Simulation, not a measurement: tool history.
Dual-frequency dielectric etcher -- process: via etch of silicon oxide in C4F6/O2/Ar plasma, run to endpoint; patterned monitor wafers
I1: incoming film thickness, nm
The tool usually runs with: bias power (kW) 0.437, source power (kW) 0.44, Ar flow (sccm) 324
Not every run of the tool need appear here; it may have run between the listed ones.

Run 1, day 0: usual settings but Ar flow (sccm) 377; I1 106.7. Result: endpoint time (s) 23.6.
At day 0.033: wet clean of the chamber.
Run 2, day 1.25: usual settings but Ar flow (sccm) 377; I1 107.4. Result: endpoint time (s) 23.6.
Run 3, day 1.867: usual settings but Ar flow (sccm) 377; I1 106.7. Result: endpoint time (s) 23.3.
Run 4, day 3.058: usual settings; I1 107.1. Result: endpoint time (s) 23.
Run 5, day 4.021: usual settings; I1 105.7. Result: endpoint time (s) 22.8.
Run 6, day 4.733: usual settings but bias power (kW) 0.468; I1 106.2. Result: endpoint time (s) 22.6.
Run 7, day 5.254: usual settings but bias power (kW) 0.468; I1 106.6. Result: endpoint time (s) 22.6.
Run 8, day 6.4: usual settings; I1 105.1. Result: endpoint time (s) 22.7.
Run 9, day 7.175: usual settings; I1 106.1. Result: endpoint time (s) 22.9.
Run 10, day 8.438: usual settings; I1 106.5. Result: endpoint time (s) 22.7.
Run 11, day 8.983: usual settings but Ar flow (sccm) 304; I1 106.9. Result: endpoint time (s) 23.1.
Run 12, day 10.104: usual settings; I1 107.8. Result: endpoint time (s) 23.3.
Run 13, day 11.096: usual settings; I1 105.8. Result: endpoint time (s) 22.8.
At day 12.096: source power generator calibrated.
At day 12.575: upper electrode replaced.
Run 14, day 12.596: usual settings; I1 106.1. Result: endpoint time (s) 22.9.
Run 15, day 13.821: usual settings but bias power (kW) 0.468; I1 106.4. Result: endpoint time (s) 22.7.
At day 14.892: bias power generator calibrated.
Run 16, day 15.238: usual settings but bias power (kW) 0.363, source power (kW) 0.4; I1 105.7. Result: endpoint time (s) 24.6.
At day 15.525: Ar flow controller replaced.
At day 17.279: wet clean of the chamber.
Run 17, day 17.3: usual settings; I1 106.6. Result: endpoint time (s) 23.2.
Run 18, day 18.079: usual settings but bias power (kW) 0.479, source power (kW) 0.52; I1 107.1. Result: endpoint time (s) 20.9.
Run 19, day 19.562: usual settings but source power (kW) 0.53; I1 107.2. Result: endpoint time (s) 21.5.
Run 20, day 20.825: usual settings but bias power (kW) 0.403; I1 106.5. Result: endpoint time (s) 23.3.
Run 21, day 21.662: usual settings; I1 106.7. Result: endpoint time (s) 23.1.
Run 22, day 23.033: usual settings but bias power (kW) 0.52, Ar flow (sccm) 290; I1 107.3. Result: endpoint time (s) 21.9.
Run 23, day 24.054: usual settings but bias power (kW) 0.345, Ar flow (sccm) 366; I1 107.1. Result: endpoint time (s) 24.6.
Run 24, day 24.592: usual settings; I1 106.5. Result: endpoint time (s) 23.1.
Run 25, day 25.825: usual settings but bias power (kW) 0.526; I1 106.8. Result: endpoint time (s) 22.1.
Run 26, day 26.592: usual settings; I1 107.3. Result: endpoint time (s) 23.
Run 27, day 27.817: usual settings but source power (kW) 0.36; I1 106.5. Result: endpoint time (s) 25.
Run 28, day 28.875: usual settings; I1 106.6. Result: endpoint time (s) 22.9.
Run 29, day 29.721: usual settings but bias power (kW) 0.524, source power (kW) 0.37; I1 107.6. Result: endpoint time (s) 23.8.

Each row is a separate what-if for the run after 29, all from the same tool condition, not one after another. Results?
Run A, day 29.738: usual settings but bias power (kW) 0.503; I1 106.7. Result: endpoint time (s) ?.
Run B, day 29.738: usual settings but Ar flow (sccm) 264; I1 106.7. Result: endpoint time (s) ?.
Run C, day 29.738: usual settings but Ar flow (sccm) 280; I1 106.7. Result: endpoint time (s) ?.
Run D, day 29.738: usual settings but bias power (kW) 0.356; I1 106.7. Result: endpoint time (s) ?.

run  endpoint time (s)
  A               22.3
  B               22.2
  C               22.5
  D                 24
The same runs, with their run-to-run variation unchanged, on a tool lacking any hidden condition would have given:
run  endpoint time (s)
  A               22.3
  B               22.2
  C               22.5
  D                 24
